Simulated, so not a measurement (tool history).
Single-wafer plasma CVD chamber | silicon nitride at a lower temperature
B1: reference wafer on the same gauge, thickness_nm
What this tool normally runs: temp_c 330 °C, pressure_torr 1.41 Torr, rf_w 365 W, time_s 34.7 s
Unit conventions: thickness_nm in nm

run 1 day=0 | temp_c=330 pressure_torr=1.41 rf_w=365 time_s=34.7 | B1=40.491 | thickness_nm=44.939
run 2 day=1.033 | temp_c=330 pressure_torr=1.41 rf_w=365 time_s=34.7 | B1=40.507 | thickness_nm=45.194
run 3 day=2.025 | temp_c=330 pressure_torr=1.41 rf_w=365 time_s=34.7 | B1=40.489 | thickness_nm=45.095
run 4 day=3.346 | temp_c=330 pressure_torr=1.41 rf_w=365 time_s=38.3 | B1=40.495 | thickness_nm=50.07
run 5 day=4.542 | temp_c=330 pressure_torr=1.41 rf_w=365 time_s=34.7 | B1=40.507 | thickness_nm=45.207
run 6 day=5.933 | temp_c=330 pressure_torr=1.41 rf_w=365 time_s=34.7 | B1=40.503 | thickness_nm=45.229
run 7 day=6.717 | temp_c=319 pressure_torr=1.41 rf_w=365 time_s=34.7 | B1=40.495 | thickness_nm=45.611
-- day=8.117 capacitance manometer re-zeroed and calibrated
run 8 day=8.138 | temp_c=330 pressure_torr=1.41 rf_w=365 time_s=34.7 | B1=40.504 | thickness_nm=45.158
run 9 day=9.092 | temp_c=330 pressure_torr=1.41 rf_w=365 time_s=34.7 | B1=40.512 | thickness_nm=45.119
-- day=11.35 gauge calibrated
-- day=12.088 showerhead replaced
run 10 day=12.329 | temp_c=330 pressure_torr=1.41 rf_w=365 time_s=34.7 | B1=40.5 | thickness_nm=45.302
run 11 day=13.792 | temp_c=330 pressure_torr=1.41 rf_w=365 time_s=34.7 | B1=40.5 | thickness_nm=45.378
run 12 day=17.508 | temp_c=330 pressure_torr=1.41 rf_w=325 time_s=34.7 | B1=40.494 | thickness_nm=43.315
run 13 day=21.258 | temp_c=322 pressure_torr=1.41 rf_w=365 time_s=34.7 | B1=40.5 | thickness_nm=45.397
run 14 day=21.908 | temp_c=339 pressure_torr=1.41 rf_w=305 time_s=40.8 | B1=40.518 | thickness_nm=49.273
run 15 day=23.238 | temp_c=330 pressure_torr=1.57 rf_w=365 time_s=40.4 | B1=40.493 | thickness_nm=54.25
-- day=24.362 RF generator calibrated
run 16 day=24.383 | temp_c=334 pressure_torr=1.41 rf_w=365 time_s=28.9 | B1=40.48 | thickness_nm=37.445
run 17 day=25.579 | temp_c=330 pressure_torr=1.71 rf_w=365 time_s=34.7 | B1=40.501 | thickness_nm=47.614
run 18 day=26.317 | temp_c=330 pressure_torr=1.41 rf_w=390 time_s=37.7 | B1=40.498 | thickness_nm=50.327
-- day=27.121 thermocouple changed; heater temperature recalibrated
run 19 day=27.617 | temp_c=330 pressure_torr=1.41 rf_w=365 time_s=34.7 | B1=40.514 | thickness_nm=44.833
run 20 day=28.412 | temp_c=317 pressure_torr=1.41 rf_w=405 time_s=32.2 | B1=40.485 | thickness_nm=44.129
run 21 day=29.046 | temp_c=330 pressure_torr=1.41 rf_w=365 time_s=34.7 | B1=40.502 | thickness_nm=45.283
run 22 day=29.871 | temp_c=330 pressure_torr=1.41 rf_w=365 time_s=34.7 | B1=40.503 | thickness_nm=45.368
run 23 day=30.638 | temp_c=321 pressure_torr=1.41 rf_w=365 time_s=34.7 | B1=40.483 | thickness_nm=45.022
run 24 day=31.783 | temp_c=325 pressure_torr=1.41 rf_w=390 time_s=34.7 | B1=40.519 | thickness_nm=46.201
run 25 day=33.062 | temp_c=318 pressure_torr=1.25 rf_w=425 time_s=34.7 | B1=40.5 | thickness_nm=46.797
run 26 day=33.938 | temp_c=330 pressure_torr=1.41 rf_w=365 time_s=34.7 | B1=40.483 | thickness_nm=45.304
run 27 day=34.979 | temp_c=343 pressure_torr=1.41 rf_w=410 time_s=30.9 | B1=40.495 | thickness_nm=41.869
run 28 day=36.008 | temp_c=340 pressure_torr=1.41 rf_w=325 time_s=34.7 | B1=40.482 | thickness_nm=43.015

Consider 5 possible next runs. They are alternatives, not a sequence: every one starts from the tool as it was left by run 28. What does each give?
run A day=36.025 | temp_c=330 pressure_torr=1.41 rf_w=365 time_s=34.7 | B1=? | thickness_nm=?
run B day=36.025 | temp_c=321 pressure_torr=1.75 rf_w=300 time_s=30.3 | B1=? | thickness_nm=?
run C day=36.025 | temp_c=330 pressure_torr=1.52 rf_w=365 time_s=38.7 | B1=? | thickness_nm=?
run D day=36.025 | temp_c=344 pressure_torr=1.24 rf_w=400 time_s=30 | B1=? | thickness_nm=?
run E day=36.025 | temp_c=323 pressure_torr=1.19 rf_w=400 time_s=34.7 | B1=? | thickness_nm=?

run=A B1=40.496 thickness_nm=45.094
run=B B1=40.496 thickness_nm=38.751
run=C B1=40.496 thickness_nm=51.367
run=D B1=40.496 thickness_nm=38.837
run=E B1=40.496 thickness_nm=44.751
Stripped of hidden state, with their random variation kept, the same runs would have yielded:
run=A thickness_nm=45.094
run=B thickness_nm=38.751
run=C thickness_nm=51.367
run=D thickness_nm=38.837
run=E thickness_nm=44.751
